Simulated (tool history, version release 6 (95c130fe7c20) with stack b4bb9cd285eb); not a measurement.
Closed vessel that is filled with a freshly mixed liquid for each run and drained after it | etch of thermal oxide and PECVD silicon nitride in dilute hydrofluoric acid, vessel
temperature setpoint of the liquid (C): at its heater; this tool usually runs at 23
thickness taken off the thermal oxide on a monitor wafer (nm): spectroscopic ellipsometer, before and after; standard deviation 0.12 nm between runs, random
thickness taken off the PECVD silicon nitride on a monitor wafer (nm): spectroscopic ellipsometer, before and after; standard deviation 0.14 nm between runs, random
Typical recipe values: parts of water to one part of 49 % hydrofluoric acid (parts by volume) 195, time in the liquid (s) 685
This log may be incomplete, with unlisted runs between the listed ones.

run     day  temperature setpoint of the liquid (C)  parts of water to one part of 49 % hydrofluoric acid (parts by volume)  time in the liquid (s)  wafers since the last listed run  hours since the thermometer was replaced  hours since the hydrofluoric acid flow meter was replaced  hours since the gauge calibration  read-back film thickness of the thermal oxide reference wafer, read on the same gauge (nm)  read-back film thickness of the PECVD silicon nitride reference wafer, read on the same gauge (nm)  thickness taken off the thermal oxide on a monitor wafer (nm)  thickness taken off the PECVD silicon nitride on a monitor wafer (nm)
  1       0                                      23                                                                     195                     685                                 0                                     523.5                                                     1924.8                             1324.3                                                                                      129.99                                                                                               59.99                                                          14.43                                                                   14.8
      2.458  -- hydrofluoric acid flow meter replaced
  2   3.221                                      23                                                                     195                     685                              4253                                     600.8                                                       18.3                             1401.6                                                                                      130.02                                                                                               60.01                                                          14.46                                                                  15.13
  3   7.612                                      23                                                                     195                     685                              5875                                     706.2                                                      123.7                               1507                                                                                      129.98                                                                                               59.97                                                          14.43                                                                  15.01
  4  10.854                                      23                                                                     265                     685                              4336                                       784                                                      201.5                             1584.8                                                                                      130.01                                                                                               60.01                                                           9.85                                                                  11.03
     12.138  -- thermometer replaced
  5  12.612                                      27                                                                     270                     430                              2296                                      11.4                                                      243.7                               1627                                                                                      130.01                                                                                               59.99                                                           6.91                                                                   8.67
  6  15.312                                      25                                                                     275                     835                              3612                                      76.2                                                      308.5                             1691.8                                                                                      129.97                                                                                               60.01                                                          12.53                                                                  14.84
      16.35  -- gauge calibrated
  7  17.875                                      23                                                                     195                     685                              3428                                     137.7                                                        370                               36.6                                                                                      129.98                                                                                               59.99                                                          14.42                                                                  15.24
  8  21.929                                    25.5                                                                     135                     685                              5423                                       235                                                      467.3                              133.9                                                                                      129.98                                                                                               59.97                                                          24.18                                                                  25.28
  9  25.221                                    26.5                                                                     195                    1035                              4403                                       314                                                      546.3                              212.9                                                                                      129.96                                                                                                  60                                                          24.98                                                                  27.48
 10  28.838                                    25.5                                                                     170                     345                              4838                                     400.8                                                      633.1                              299.7                                                                                      130.01                                                                                                  60                                                           9.45                                                                  10.01
 11  37.396                                    19.5                                                                     140                     275                             11449                                     606.2                                                      838.5                              505.1                                                                                      130.01                                                                                               59.98                                                           7.37                                                                   6.59
 12  40.117                                    18.5                                                                     195                     685                              3639                                     671.5                                                      903.8                              570.4                                                                                      129.98                                                                                                  60                                                          12.17                                                                  11.14
     44.267  -- thermometer replaced
 13  44.288                                      23                                                                     285                     685                              5524                                       0.5                                                     1003.9                              670.5                                                                                      130.01                                                                                               60.01                                                           9.03                                                                  10.32
 14  47.779                                      23                                                                     195                    1015                              4671                                      84.3                                                     1087.7                              754.3                                                                                      130.04                                                                                               59.99                                                          21.41                                                                  21.95
 15  50.729                                      28                                                                     195                     685                              3946                                     155.1                                                     1158.5                              825.1                                                                                      130.01                                                                                               59.99                                                          17.21                                                                  20.47
 16  53.275                                    18.5                                                                     265                     435                              3405                                     216.2                                                     1219.6                              886.2                                                                                         130                                                                                                  60                                                           5.35                                                                   5.25
 17  57.429                                      23                                                                     285                     910                              5557                                     315.9                                                     1319.3                              985.9                                                                                      130.04                                                                                               59.99                                                          12.18                                                                  13.52
 18  59.571                                      23                                                                     195                     685                              2865                                     367.3                                                     1370.7                             1037.3                                                                                      129.97                                                                                               60.01                                                          14.64                                                                   14.9
 19  61.621                                      21                                                                     195                     880                              2742                                     416.5                                                     1419.9                             1086.5                                                                                      130.03                                                                                               59.96                                                          17.14                                                                  16.71
 20  65.738                                      19                                                                     140                     805                              5507                                     515.3                                                     1518.7                             1185.3                                                                                      130.02                                                                                               60.01                                                          21.14                                                                  18.49
 21  69.654                                      25                                                                     170                     880                              5239                                     609.3                                                     1612.7                             1279.3                                                                                      130.01                                                                                               60.02                                                           23.8                                                                  25.45
 22  72.854                                      23                                                                     275                     685                              4281                                     686.1                                                     1689.5                             1356.1                                                                                      130.04                                                                                               60.01                                                            9.6                                                                  10.59
 23  76.296                                    25.5                                                                     140                     445                              4604                                     768.7                                                     1772.1                             1438.7                                                                                      130.01                                                                                               59.98                                                          15.37                                                                  15.44
     77.133  -- gauge calibrated
 24  78.462                                      23                                                                     270                    1020                              2898                                     820.7                                                     1824.1                               31.9                                                                                      129.99                                                                                               59.98                                                          14.42                                                                  16.21

Consider 5 possible next runs. They are alternatives, not a sequence: every one starts from the tool as it was left by run 24. What does each give?
  A  78.496                                      23                                                                     295                     685                                44                                     821.5                                                     1824.9                               32.7                                                                                           ?                                                                                                   ?                                                              ?                                                                      ?
  B  78.496                                      27                                                                     290                     945                                44                                     821.5                                                     1824.9                               32.7                                                                                           ?                                                                                                   ?                                                              ?                                                                      ?
  C  78.496                                      21                                                                     230                    1045                                44                                     821.5                                                     1824.9                               32.7                                                                                           ?                                                                                                   ?                                                              ?                                                                      ?
  D  78.496                                      23                                                                     140                     975                                44                                     821.5                                                     1824.9                               32.7                                                                                           ?                                                                                                   ?                                                              ?                                                                      ?
  E  78.496                                      18                                                                     120                     935                                44                                     821.5                                                     1824.9                               32.7                                                                                           ?                                                                                                   ?                                                              ?                                                                      ?

run  read-back film thickness of the thermal oxide reference wafer, read on the same gauge (nm)  read-back film thickness of the PECVD silicon nitride reference wafer, read on the same gauge (nm)  thickness taken off the thermal oxide on a monitor wafer (nm)  thickness taken off the PECVD silicon nitride on a monitor wafer (nm)
  A                                                                                      129.99                                                                                                  60                                                           8.75                                                                   9.84
  B                                                                                      129.99                                                                                                  60                                                          14.17                                                                   17.6
  C                                                                                      129.99                                                                                                  60                                                          16.95                                                                  16.89
  D                                                                                      129.99                                                                                                  60                                                          30.82                                                                  29.19
  E                                                                                      129.99                                                                                                  60                                                          28.83                                                                  23.28
With the hidden condition removed and each run's random variation left untouched, the same runs would have given:
run  thickness taken off the thermal oxide on a monitor wafer (nm)  thickness taken off the PECVD silicon nitride on a monitor wafer (nm)
  A                                                           8.75                                                                   9.84
  B                                                          14.17                                                                   17.6
  C                                                          16.95                                                                  16.89
  D                                                          30.82                                                                  29.19
  E                                                          28.83                                                                  23.28
